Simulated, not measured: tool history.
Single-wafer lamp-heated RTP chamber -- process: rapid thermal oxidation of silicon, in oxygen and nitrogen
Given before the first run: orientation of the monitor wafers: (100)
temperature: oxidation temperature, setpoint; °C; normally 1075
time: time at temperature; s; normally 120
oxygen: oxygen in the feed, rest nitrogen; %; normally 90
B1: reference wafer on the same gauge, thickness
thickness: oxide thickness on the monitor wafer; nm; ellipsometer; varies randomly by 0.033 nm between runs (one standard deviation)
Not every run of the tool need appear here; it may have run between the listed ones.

run 1 hour=0 | temperature=1075 time=120 oxygen=98 | B1=10.802 | thickness=13.247
run 2 hour=25.5 | temperature=1075 time=120 oxygen=98 | B1=10.801 | thickness=13.275
run 3 hour=61.4 | temperature=1075 time=120 oxygen=96 | B1=10.798 | thickness=13.23
run 4 hour=92.9 | temperature=1075 time=141 oxygen=68 | B1=10.804 | thickness=12.625
run 5 hour=113.6 | temperature=1075 time=141 oxygen=68 | B1=10.806 | thickness=12.595
run 6 hour=136.5 | temperature=1075 time=141 oxygen=68 | B1=10.809 | thickness=12.538
run 7 hour=164 | temperature=1075 time=120 oxygen=90 | B1=10.804 | thickness=12.947
run 8 hour=194.8 | temperature=1075 time=120 oxygen=90 | B1=10.803 | thickness=13.001
run 9 hour=221.7 | temperature=1075 time=120 oxygen=90 | B1=10.793 | thickness=12.968
run 10 hour=247 | temperature=1075 time=158 oxygen=98 | B1=10.798 | thickness=15.242
run 11 hour=259.5 | temperature=1075 time=120 oxygen=90 | B1=10.799 | thickness=12.986
run 12 hour=287.9 | temperature=1075 time=120 oxygen=90 | B1=10.798 | thickness=12.988
run 13 hour=323.5 | temperature=1075 time=120 oxygen=90 | B1=10.793 | thickness=12.987
-- hour=341.5 gauge calibrated
-- hour=354.8 pyrometer window cleaned and pyrometer calibrated
run 14 hour=378.3 | temperature=1075 time=120 oxygen=90 | B1=10.806 | thickness=12.763
run 15 hour=399.7 | temperature=1075 time=120 oxygen=90 | B1=10.8 | thickness=12.74
run 16 hour=423.8 | temperature=1075 time=120 oxygen=90 | B1=10.804 | thickness=12.753
run 17 hour=446.1 | temperature=1075 time=120 oxygen=90 | B1=10.797 | thickness=12.796
run 18 hour=478.8 | temperature=1075 time=147 oxygen=90 | B1=10.806 | thickness=14.193
-- hour=501.2 oxygen flow controller replaced
run 19 hour=507.7 | temperature=1085 time=120 oxygen=90 | B1=10.81 | thickness=13.76
run 20 hour=520 | temperature=1075 time=120 oxygen=90 | B1=10.789 | thickness=12.911
run 21 hour=552.4 | temperature=1075 time=120 oxygen=74 | B1=10.804 | thickness=12.051
run 22 hour=583.9 | temperature=1075 time=178 oxygen=60 | B1=10.799 | thickness=13.408
run 23 hour=612.5 | temperature=1052 time=156 oxygen=90 | B1=10.81 | thickness=12.582
run 24 hour=627.9 | temperature=1075 time=95 oxygen=98 | B1=10.803 | thickness=11.964
run 25 hour=655.7 | temperature=1092 time=120 oxygen=90 | B1=10.796 | thickness=14.462
-- hour=742.9 pyrometer window cleaned and pyrometer calibrated
run 26 hour=743.4 | temperature=1075 time=120 oxygen=90 | B1=10.793 | thickness=12.65
run 27 hour=759.5 | temperature=1067 time=120 oxygen=78 | B1=10.807 | thickness=11.443
run 28 hour=787.5 | temperature=1064 time=142 oxygen=80 | B1=10.805 | thickness=12.234
run 29 hour=820.4 | temperature=1075 time=70 oxygen=90 | B1=10.805 | thickness=9.987
run 30 hour=850 | temperature=1075 time=120 oxygen=90 | B1=10.809 | thickness=12.822
run 31 hour=899.9 | temperature=1085 time=120 oxygen=90 | B1=10.791 | thickness=13.758
run 32 hour=918.7 | temperature=1075 time=95 oxygen=98 | B1=10.795 | thickness=11.929
run 33 hour=951.3 | temperature=1075 time=120 oxygen=90 | B1=10.79 | thickness=12.874

5 ways to go on from here, each from the tool as it stands after run 33. What would each give?
run A hour=951.7 | temperature=1075 time=76 oxygen=90 | B1=? | thickness=?
run B hour=951.7 | temperature=1047 time=120 oxygen=90 | B1=? | thickness=?
run C hour=951.7 | temperature=1060 time=120 oxygen=98 | B1=? | thickness=?
run D hour=951.7 | temperature=1075 time=170 oxygen=98 | B1=? | thickness=?
run E hour=951.7 | temperature=1057 time=158 oxygen=73 | B1=? | thickness=?

run=A B1=10.791 thickness=10.444
run=B B1=10.791 thickness=10.664
run=C B1=10.791 thickness=12.027
run=D B1=10.791 thickness=15.668
run=E B1=10.791 thickness=12.03
Take away the tool's hidden state, keep each run's random variation, and the runs would have read:
run=A thickness=10.274
run=B thickness=10.481
run=C thickness=11.825
run=D thickness=15.413
run=E thickness=11.827
